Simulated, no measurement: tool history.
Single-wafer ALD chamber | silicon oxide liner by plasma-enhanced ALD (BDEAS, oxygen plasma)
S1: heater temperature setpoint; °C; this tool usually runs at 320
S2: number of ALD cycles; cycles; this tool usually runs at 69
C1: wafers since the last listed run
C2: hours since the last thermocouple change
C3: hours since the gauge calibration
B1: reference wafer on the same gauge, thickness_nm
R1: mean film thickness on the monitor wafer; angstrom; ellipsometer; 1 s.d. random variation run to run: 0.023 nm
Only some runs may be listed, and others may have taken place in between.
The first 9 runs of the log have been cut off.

{"run": 10, "day": 8.908, "S1": 320, "S2": 69, "C1": 147, "C2": 2487.8, "C3": 557.4, "B1": 5.155, "R1": 59.83}
{"run": 11, "day": 9.633, "S1": 320, "S2": 69, "C1": 93, "C2": 2505.2, "C3": 574.8, "B1": 5.165, "R1": 60.23}
{"run": 12, "day": 10.45, "S1": 320, "S2": 76, "C1": 105, "C2": 2524.8, "C3": 594.4, "B1": 5.158, "R1": 66.08}
{"run": 13, "day": 11.246, "S1": 320, "S2": 76, "C1": 102, "C2": 2543.9, "C3": 613.5, "B1": 5.16, "R1": 65.73}
{"run": 14, "day": 12.462, "S1": 320, "S2": 76, "C1": 157, "C2": 2573.1, "C3": 642.7, "B1": 5.162, "R1": 66.35}
{"run": 15, "day": 13.279, "S1": 320, "S2": 69, "C1": 105, "C2": 2592.7, "C3": 662.3, "B1": 5.161, "R1": 59.9}
{"day": 14.175, "done": "thermocouple changed; heater temperature recalibrated"}
{"run": 16, "day": 14.333, "S1": 320, "S2": 69, "C1": 93, "C2": 3.8, "C3": 687.6, "B1": 5.161, "R1": 59.93}
{"run": 17, "day": 14.942, "S1": 320, "S2": 69, "C1": 78, "C2": 18.4, "C3": 702.2, "B1": 5.16, "R1": 59.98}
{"run": 18, "day": 16.058, "S1": 320, "S2": 69, "C1": 144, "C2": 45.2, "C3": 729.0, "B1": 5.158, "R1": 60.07}
{"run": 19, "day": 16.992, "S1": 320, "S2": 69, "C1": 120, "C2": 67.6, "C3": 751.4, "B1": 5.164, "R1": 60.08}
{"run": 20, "day": 17.492, "S1": 320, "S2": 69, "C1": 64, "C2": 79.6, "C3": 763.4, "B1": 5.161, "R1": 60.37}
{"run": 21, "day": 18.171, "S1": 320, "S2": 69, "C1": 87, "C2": 95.9, "C3": 779.7, "B1": 5.16, "R1": 60.02}
{"run": 22, "day": 19.033, "S1": 335, "S2": 76, "C1": 111, "C2": 116.6, "C3": 800.4, "B1": 5.158, "R1": 65.24}
{"run": 23, "day": 20.179, "S1": 320, "S2": 69, "C1": 147, "C2": 144.1, "C3": 827.9, "B1": 5.161, "R1": 60.09}

Expected results for the next run?
{"run": 24, "day": 21.462, "S1": 306, "S2": 81, "C1": 165, "C2": 174.9, "C3": 858.7, "B1": "?", "R1": "?"}

{"run 24": {"B1": 5.161, "R1": 72.06}}
Were there no unlogged condition in the tool, this run, its random variation unchanged, would have produced R1 72.06 angstrom.

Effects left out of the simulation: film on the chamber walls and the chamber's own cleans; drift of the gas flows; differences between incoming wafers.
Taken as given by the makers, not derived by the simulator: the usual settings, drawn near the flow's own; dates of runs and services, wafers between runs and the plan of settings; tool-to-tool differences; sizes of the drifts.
